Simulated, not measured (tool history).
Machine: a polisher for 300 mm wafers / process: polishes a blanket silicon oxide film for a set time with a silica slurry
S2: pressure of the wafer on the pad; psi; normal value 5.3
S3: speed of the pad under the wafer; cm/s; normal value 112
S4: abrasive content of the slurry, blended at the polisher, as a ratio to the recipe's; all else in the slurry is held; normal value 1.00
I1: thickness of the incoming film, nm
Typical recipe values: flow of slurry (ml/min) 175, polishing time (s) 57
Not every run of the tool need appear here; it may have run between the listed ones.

{"run": 1, "hour": 0.0, "flow of slurry (ml/min)": 215, "S2": 4.8, "S3": 112, "S4": 1.0, "polishing time (s)": 57, "I1": 1371.4, "film removed (Å)": 1875}
{"hour": 46.5, "done": "head pressure recalibrated"}
{"hour": 47.1, "done": "slurry nozzle cleaned"}
{"run": 2, "hour": 67.8, "flow of slurry (ml/min)": 130, "S2": 4.0, "S3": 112, "S4": 1.0, "polishing time (s)": 57, "I1": 1376.4, "film removed (Å)": 1607}
{"run": 3, "hour": 131.6, "flow of slurry (ml/min)": 130, "S2": 4.0, "S3": 112, "S4": 1.0, "polishing time (s)": 57, "I1": 1389.2, "film removed (Å)": 1550}
{"run": 4, "hour": 166.1, "flow of slurry (ml/min)": 175, "S2": 5.3, "S3": 112, "S4": 1.0, "polishing time (s)": 57, "I1": 1361.9, "film removed (Å)": 2102}
{"hour": 168.8, "done": "conditioning disc replaced and pad reconditioned"}
{"run": 5, "hour": 221.9, "flow of slurry (ml/min)": 175, "S2": 4.6, "S3": 112, "S4": 1.0, "polishing time (s)": 57, "I1": 1380.6, "film removed (Å)": 1857}
{"hour": 276.2, "done": "slurry blender recalibrated"}
{"run": 6, "hour": 290.4, "flow of slurry (ml/min)": 175, "S2": 4.6, "S3": 112, "S4": 1.0, "polishing time (s)": 57, "I1": 1367.6, "film removed (Å)": 1820}
{"run": 7, "hour": 322.3, "flow of slurry (ml/min)": 175, "S2": 4.6, "S3": 112, "S4": 1.0, "polishing time (s)": 57, "I1": 1386.5, "film removed (Å)": 1806}
{"hour": 343.4, "done": "worn pad replaced by a new one"}
{"hour": 386.0, "done": "slurry nozzle cleaned"}
{"run": 8, "hour": 392.4, "flow of slurry (ml/min)": 175, "S2": 5.3, "S3": 112, "S4": 0.9, "polishing time (s)": 57, "I1": 1365.0, "film removed (Å)": 2066}
{"run": 9, "hour": 456.5, "flow of slurry (ml/min)": 150, "S2": 5.3, "S3": 86, "S4": 0.75, "polishing time (s)": 65, "I1": 1354.8, "film removed (Å)": 1609}
{"run": 10, "hour": 515.9, "flow of slurry (ml/min)": 215, "S2": 5.3, "S3": 112, "S4": 0.9, "polishing time (s)": 57, "I1": 1369.6, "film removed (Å)": 2051}
{"run": 11, "hour": 575.8, "flow of slurry (ml/min)": 175, "S2": 5.3, "S3": 112, "S4": 1.0, "polishing time (s)": 57, "I1": 1362.4, "film removed (Å)": 2093}
{"hour": 614.5, "done": "conditioning disc replaced and pad reconditioned"}
{"run": 12, "hour": 647.1, "flow of slurry (ml/min)": 175, "S2": 6.2, "S3": 112, "S4": 1.0, "polishing time (s)": 57, "I1": 1373.0, "film removed (Å)": 2423}
{"run": 13, "hour": 678.2, "flow of slurry (ml/min)": 175, "S2": 5.3, "S3": 112, "S4": 1.0, "polishing time (s)": 77, "I1": 1370.4, "film removed (Å)": 2823}
{"hour": 684.7, "done": "worn pad replaced by a new one"}
{"hour": 693.4, "done": "slurry blender recalibrated"}
{"run": 14, "hour": 718.4, "flow of slurry (ml/min)": 175, "S2": 5.3, "S3": 78, "S4": 0.8, "polishing time (s)": 76, "I1": 1344.1, "film removed (Å)": 1802}
{"hour": 774.2, "done": "head pressure recalibrated"}
{"hour": 776.4, "done": "slurry nozzle cleaned"}
{"run": 15, "hour": 788.3, "flow of slurry (ml/min)": 175, "S2": 5.3, "S3": 112, "S4": 1.0, "polishing time (s)": 57, "I1": 1362.3, "film removed (Å)": 2220}
{"run": 16, "hour": 837.8, "flow of slurry (ml/min)": 175, "S2": 5.3, "S3": 112, "S4": 1.0, "polishing time (s)": 57, "I1": 1368.9, "film removed (Å)": 2190}
{"run": 17, "hour": 892.8, "flow of slurry (ml/min)": 225, "S2": 5.3, "S3": 112, "S4": 1.0, "polishing time (s)": 48, "I1": 1364.4, "film removed (Å)": 1870}
{"run": 18, "hour": 940.0, "flow of slurry (ml/min)": 175, "S2": 5.3, "S3": 152, "S4": 0.8, "polishing time (s)": 57, "I1": 1342.0, "film removed (Å)": 2334}
{"hour": 1026.4, "done": "worn pad replaced by a new one"}
{"hour": 1109.8, "done": "conditioning disc replaced and pad reconditioned"}
{"run": 19, "hour": 1117.3, "flow of slurry (ml/min)": 230, "S2": 5.3, "S3": 112, "S4": 1.0, "polishing time (s)": 57, "I1": 1346.9, "film removed (Å)": 2187}
{"hour": 1134.1, "done": "slurry nozzle cleaned"}
{"hour": 1164.1, "done": "slurry blender recalibrated"}
{"run": 20, "hour": 1167.3, "flow of slurry (ml/min)": 175, "S2": 5.3, "S3": 112, "S4": 1.0, "polishing time (s)": 65, "I1": 1373.8, "film removed (Å)": 2500}
{"run": 21, "hour": 1237.6, "flow of slurry (ml/min)": 210, "S2": 5.3, "S3": 74, "S4": 0.85, "polishing time (s)": 72, "I1": 1365.0, "film removed (Å)": 1861}
{"run": 22, "hour": 1292.7, "flow of slurry (ml/min)": 175, "S2": 5.3, "S3": 112, "S4": 1.0, "polishing time (s)": 57, "I1": 1360.9, "film removed (Å)": 2102}
{"hour": 1420.9, "done": "worn pad replaced by a new one"}
{"run": 23, "hour": 1470.4, "flow of slurry (ml/min)": 150, "S2": 6.4, "S3": 112, "S4": 0.85, "polishing time (s)": 57, "I1": 1372.8, "film removed (Å)": 2179}
{"hour": 1475.3, "done": "slurry nozzle cleaned"}
{"hour": 1495.0, "done": "conditioning disc replaced and pad reconditioned"}
{"run": 24, "hour": 1511.2, "flow of slurry (ml/min)": 175, "S2": 3.9, "S3": 82, "S4": 1.1, "polishing time (s)": 67, "I1": 1375.4, "film removed (Å)": 1578}

Below are 5 alternative next runs, each starting from the tool's condition after run 24. Predict each:
{"run": "A", "hour": 1511.6, "flow of slurry (ml/min)": 175, "S2": 6.7, "S3": 112, "S4": 1.0, "polishing time (s)": 57, "I1": 1379.0, "film removed (Å)": "?"}
{"run": "B", "hour": 1511.6, "flow of slurry (ml/min)": 175, "S2": 4.7, "S3": 112, "S4": 0.85, "polishing time (s)": 74, "I1": 1379.0, "film removed (Å)": "?"}
{"run": "C", "hour": 1511.6, "flow of slurry (ml/min)": 120, "S2": 5.3, "S3": 138, "S4": 1.0, "polishing time (s)": 57, "I1": 1379.0, "film removed (Å)": "?"}
{"run": "D", "hour": 1511.6, "flow of slurry (ml/min)": 135, "S2": 5.3, "S3": 138, "S4": 1.0, "polishing time (s)": 57, "I1": 1379.0, "film removed (Å)": "?"}
{"run": "E", "hour": 1511.6, "flow of slurry (ml/min)": 175, "S2": 5.3, "S3": 112, "S4": 1.25, "polishing time (s)": 57, "I1": 1379.0, "film removed (Å)": "?"}

run=A film_removed_(Å)=2753
run=B film_removed_(Å)=2243
run=C film_removed_(Å)=2418
run=D film_removed_(Å)=2461
run=E film_removed_(Å)=2464
With no hidden state in the tool, these same runs would have given:
run=A film_removed_(Å)=2792
run=B film_removed_(Å)=2274
run=C film_removed_(Å)=2462
run=D film_removed_(Å)=2503
run=E film_removed_(Å)=2498
